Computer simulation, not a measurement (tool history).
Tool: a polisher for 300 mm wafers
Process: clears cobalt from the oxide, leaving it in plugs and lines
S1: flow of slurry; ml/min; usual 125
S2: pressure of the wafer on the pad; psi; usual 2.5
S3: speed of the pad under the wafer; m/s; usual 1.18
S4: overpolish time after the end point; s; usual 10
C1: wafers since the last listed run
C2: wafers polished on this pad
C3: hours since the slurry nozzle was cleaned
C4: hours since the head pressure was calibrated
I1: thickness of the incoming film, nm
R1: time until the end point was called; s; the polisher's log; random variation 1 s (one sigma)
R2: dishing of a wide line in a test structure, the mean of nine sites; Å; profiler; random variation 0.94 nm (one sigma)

run	hour	S1	S2	S3	S4	C1	C2	C3	C4	I1	R1	R2
1	0.0	125	2.5	1.18	10	0	6041	83.3	517.0	338.4	61.3	419
# hour 6.2: head pressure recalibrated
# hour 100.0: worn pad replaced by a new one
2	154.5	125	2.5	1.18	10	1973	724	237.8	148.3	346.9	56.7	442
3	224.3	125	2.5	1.18	10	927	1652	307.6	218.1	340.8	56.5	446
4	254.3	125	2.5	1.18	8	398	2051	337.6	248.1	339.9	56.8	380
5	294.0	125	2.5	1.18	8	527	2578	377.3	287.8	340.5	58.0	383
6	348.7	125	2.5	1.18	8	726	3305	432.0	342.5	339.6	58.0	371
7	380.2	125	2.5	1.48	10	418	3724	463.5	374.0	338.5	46.2	510
8	414.7	125	2.5	1.48	10	458	4182	498.0	408.5	341.2	49.1	499
9	468.6	125	2.5	1.48	10	716	4898	551.9	462.4	335.2	48.1	499
# hour 511.9: slurry nozzle cleaned
10	517.1	125	2.5	1.18	10	631	5530	5.2	510.9	341.1	62.7	413
# hour 533.2: head pressure recalibrated
# hour 566.2: worn pad replaced by a new one
11	582.8	125	2.5	1.18	10	793	219	70.9	49.6	333.7	54.6	463
12	651.4	125	2.5	1.18	10	911	1131	139.5	118.2	346.1	57.3	446
13	683.8	145	2.5	1.18	10	430	1562	171.9	150.6	334.4	53.8	447
14	735.6	145	2.5	1.18	10	688	2250	223.7	202.4	337.9	53.8	440
15	768.4	125	2.5	1.50	10	435	2686	256.5	235.2	337.8	45.5	539
16	831.8	95	2.5	1.18	13	842	3529	319.9	298.6	342.0	61.8	501
17	879.4	125	3.2	1.54	10	632	4161	367.5	346.2	334.5	36.9	547
18	947.5	125	2.5	1.18	10	905	5066	435.6	414.3	340.7	60.8	434
19	971.7	90	2.5	1.18	10	321	5388	459.8	438.5	337.5	65.6	409
# hour 979.3: worn pad replaced by a new one
20	1030.3	155	2.1	1.18	10	725	677	518.4	497.1	340.6	62.0	425
# hour 1047.1: head pressure recalibrated
21	1097.0	125	2.5	0.82	15	859	1537	585.1	49.9	342.0	81.9	475
22	1135.0	125	2.5	1.18	10	504	2042	623.1	87.9	342.4	57.0	441
23	1198.6	125	1.7	1.18	10	845	2887	686.7	151.5	341.7	76.3	372
# hour 1219.7: slurry nozzle cleaned
24	1256.0	95	2.9	0.88	10	749	3637	36.3	208.9	339.7	75.5	371
25	1302.2	125	3.2	1.18	6	613	4251	82.5	255.1	335.2	51.4	345
26	1351.3	125	1.9	1.18	10	652	4903	131.6	304.2	347.1	75.7	370
27	1480.4	140	2.5	1.18	8	1715	6619	260.7	433.3	338.0	64.0	363
# hour 1501.5: worn pad replaced by a new one
# hour 1537.7: head pressure recalibrated
28	1686.8	90	3.1	1.18	15	2663	2435	467.1	149.1	341.8	53.6	572
29	1720.1	95	2.5	1.18	10	442	2877	500.4	182.4	339.6	60.8	422
30	1788.6	115	2.9	0.98	14	910	3788	568.9	250.9	335.3	66.0	499
31	1854.1	125	2.5	1.18	10	870	4658	634.4	316.4	338.1	60.8	435
32	1888.8	125	2.5	1.52	10	461	5119	669.1	351.1	341.2	50.4	516
# hour 1926.9: slurry nozzle cleaned
33	1944.5	125	2.5	1.18	5	726	5846	17.6	406.8	339.4	61.5	247
34	1998.1	125	2.5	1.32	10	712	6559	71.2	460.4	343.8	58.2	434
# hour 2047.2: worn pad replaced by a new one
# hour 2055.0: head pressure recalibrated
35	2060.8	125	2.5	1.18	10	753	154	133.9	5.8	338.5	56.6	456

Hidden state at the last listed run before each entry between runs and at the first one after, where it differs:
Between runs 1 and 2: head pressure recalibrated (hour 6.2); worn pad replaced by a new one (hour 100.0)
  removal rate lost through wear of the pad, %: 11.7 -> 1.06
  measured less the result without the state, R1: +7.2 -> +0.6 s; R2: -36 -> -4 Å
Between runs 9 and 10: slurry nozzle cleaned (hour 511.9)
  removal rate lost through wear of the pad, %: 7.88 -> 9.83
  measured less the result without the state, R1: +3.7 -> +6.1 s; R2: -25 -> -30 Å
Between runs 10 and 11: head pressure recalibrated (hour 533.2); worn pad replaced by a new one (hour 566.2)
  removal rate lost through wear of the pad, %: 9.83 -> 0.202
  measured less the result without the state, R1: +6.1 -> +0.1 s; R2: -30 -> -1 Å
Between runs 19 and 20: worn pad replaced by a new one (hour 979.3)
  removal rate lost through wear of the pad, %: 8.62 -> 1.83
  measured less the result without the state, R1: +5.7 -> +1.2 s; R2: -26 -> -6 Å
Between runs 20 and 21: head pressure recalibrated (hour 1047.1)
  removal rate lost through wear of the pad, %: 1.83 -> 2.41
  measured less the result without the state, R1: +1.2 -> +2.0 s; R2: -6 -> -7 Å
Between runs 23 and 24: slurry nozzle cleaned (hour 1219.7)
  removal rate lost through wear of the pad, %: 4.16 -> 5.62
  measured less the result without the state, R1: +3.2 -> +4.2 s; R2: -12 -> -16 Å
Between runs 27 and 28: worn pad replaced by a new one (hour 1501.5); head pressure recalibrated (hour 1537.7)
  removal rate lost through wear of the pad, %: 14.6 -> 3.95
  measured less the result without the state, R1: +9.4 -> +2.1 s; R2: -44 -> -11 Å
Between runs 32 and 33: slurry nozzle cleaned (hour 1926.9)
  removal rate lost through wear of the pad, %: 9.88 -> 12.3
  measured less the result without the state, R1: +5.0 -> +7.6 s; R2: -33 -> -28 Å
Between runs 34 and 35: worn pad replaced by a new one (hour 2047.2); head pressure recalibrated (hour 2055.0)
  removal rate lost through wear of the pad, %: 14.8 -> 0.59
  measured less the result without the state, R1: +8.7 -> +0.4 s; R2: -47 -> -2 Å
